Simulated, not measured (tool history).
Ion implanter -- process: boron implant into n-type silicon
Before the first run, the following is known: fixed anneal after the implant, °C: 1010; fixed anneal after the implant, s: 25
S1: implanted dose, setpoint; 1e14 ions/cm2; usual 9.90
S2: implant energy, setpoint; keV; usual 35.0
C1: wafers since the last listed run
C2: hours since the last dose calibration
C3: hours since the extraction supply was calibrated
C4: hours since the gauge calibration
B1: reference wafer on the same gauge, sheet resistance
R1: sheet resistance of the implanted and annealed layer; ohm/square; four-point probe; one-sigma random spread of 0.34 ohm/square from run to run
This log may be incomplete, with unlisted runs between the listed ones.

run     day     S1    S2    C1      C2      C3      C4     B1      R1
  1   0.000   9.90  25.5     0  1469.4  3767.2   914.8  93.00  112.40
  2   2.683   9.90  25.5  1144  1533.8  3831.6   979.2  92.87  111.88
  3   4.271  11.61  35.0   677  1571.9  3869.7  1017.3  93.04   96.79
  4   8.046   9.90  35.0  1610  1662.5  3960.3  1107.9  92.99  110.29
  5   9.558   9.90  35.0   645  1698.8  3996.6  1144.2  92.92  110.00
  6  11.554   9.90  35.0   851  1746.7  4044.5  1192.1  93.00  109.93
  7  15.538   9.90  35.0  1699  1842.3  4140.1  1287.7  93.09  109.47
  8  19.717   9.90  35.0  1783  1942.6  4240.4  1388.0  92.93  110.10
  9  25.079   9.90  35.0  2287  2071.3  4369.1  1516.7  92.98  110.13
     27.788  -- Faraday cup replaced and dose calibrated
 10  28.688   9.90  27.0  1397    21.6  4455.7  1603.3  93.00  110.67
 11  31.267   9.90  27.0  1100    83.5  4517.6  1665.2  93.00  109.26
 12  35.008   9.90  27.0  1596   173.3  4607.4  1755.0  93.08  109.89
     43.688  -- gauge calibrated
     44.288  -- Faraday cup replaced and dose calibrated, repeated, since the last time left the tool worse
 13  45.312   9.90  35.0  4254    24.6  4854.7    39.0  92.93  112.54
 14  49.138   9.90  31.0  1631   116.4  4946.5   130.8  92.97  113.20
 15  52.425   9.90  24.5  1402   195.3  5025.4   209.7  92.94  114.57
 16  56.892  11.15  23.5  1905   302.5  5132.6   316.9  92.91  104.31
 17  59.746   9.90  35.0  1217   371.0  5201.1   385.4  93.01  112.07
 18  61.371  10.94  27.5   693   410.0  5240.1   424.4  93.00  104.90
 19  62.988   9.08  28.0   689   448.8  5278.9   463.2  93.01  121.55
 20  65.975   9.90  35.0  1274   520.5  5350.6   534.9  93.14  111.09
     69.433  -- extraction supply calibrated
 21  70.967   6.96  29.5  1987   640.3    36.8   654.7  92.94  151.42
 22  74.604   9.90  44.5  1551   727.6   124.1   742.0  92.95  109.54
 23  78.621   9.90  41.5  1713   824.0   220.5   838.4  93.10  110.55
 24  82.512   9.90  35.0  1660   917.4   313.9   931.8  93.11  111.17
 25  84.150  12.59  23.5   698   956.7   353.2   971.1  92.83   93.71
 26  87.367   9.90  35.0  1372  1033.9   430.4  1048.3  92.99  111.02

Alternative continuations, all from the tool just after run 26; predict every row:
  A  87.383   9.90  35.0   7  1034.3  430.8  1048.7   ?   ?
  B  87.383   7.99  30.0   7  1034.3  430.8  1048.7   ?   ?
  C  87.383   7.53  41.0   7  1034.3  430.8  1048.7   ?   ?
  D  87.383  11.00  29.0   7  1034.3  430.8  1048.7   ?   ?
  E  87.383   7.15  38.5   7  1034.3  430.8  1048.7   ?   ?

run     B1      R1
  A  93.13  110.63
  B  93.13  133.47
  C  93.13  136.87
  D  93.13  102.55
  E  93.13  143.44
Stripped of hidden state, with their random variation kept, the same runs would have yielded:
run      R1
  A  112.18
  B  135.38
  C  138.76
  D  103.99
  E  145.43
